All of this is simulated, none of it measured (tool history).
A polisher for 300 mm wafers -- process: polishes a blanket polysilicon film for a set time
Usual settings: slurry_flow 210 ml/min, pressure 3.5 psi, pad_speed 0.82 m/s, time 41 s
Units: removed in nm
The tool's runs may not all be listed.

run	day	slurry_flow	pressure	pad_speed	time	incoming thickness of the incoming film, nm	removed
1	0	225	3.5	0.82	41	980.8	339
# day 0.671: worn pad replaced by a new one
2	1.388	225	3.5	0.82	41	985.9	335
3	1.75	210	3.5	0.82	41	963.9	325.9
4	2.038	210	3.5	0.82	41	983.1	335.1
5	4.112	210	3.5	0.82	41	959.6	325.4
# day 4.208: slurry nozzle cleaned
6	4.45	210	3.5	0.94	41	961	411.2
# day 4.7: worn pad replaced by a new one
7	4.933	210	3.5	0.94	41	984.1	410.3
8	5.317	210	3.5	0.94	41	985.4	408.4
# day 7.204: head pressure recalibrated
9	7.392	210	3.5	0.82	41	988.9	354.6
10	7.942	210	3.5	0.82	41	989.6	353.2
11	8.396	255	4.4	1.1	54	980	793.7
# day 8.729: worn pad replaced by a new one, of another model than before
12	8.888	190	4.6	0.82	41	980.4	382.6
13	9.404	255	4.5	0.82	41	987.7	409
14	9.988	210	3.5	0.82	47	968.1	371.4
15	10.608	210	3.5	0.82	45	995.7	351.4
16	11.154	210	2.5	0.82	41	982	272.1
17	11.879	255	3.5	0.82	41	959.6	338.3
18	12.425	150	3.5	0.6	34	960.7	158.9

Measured result minus the same run's result without the hidden state. Both carry the same run-to-run variation, though not necessarily the same gauge scatter:
Hidden state present: removal rate lost through wear of the pad, %; slurry flow missing at the pad, %; deviation of the head's pressure from its setpoint, %.
run	removed
1	-31.1
2	-31.7
3	-33.3
4	-34.4
5	-34.5
6	-3
7	-4.5
8	-5.8
9	-10.6
10	-12
11	-24.4
12	-43.7
13	-31.1
14	-44.5
15	-47.4
16	-40.5
17	-40.6
18	-61.9
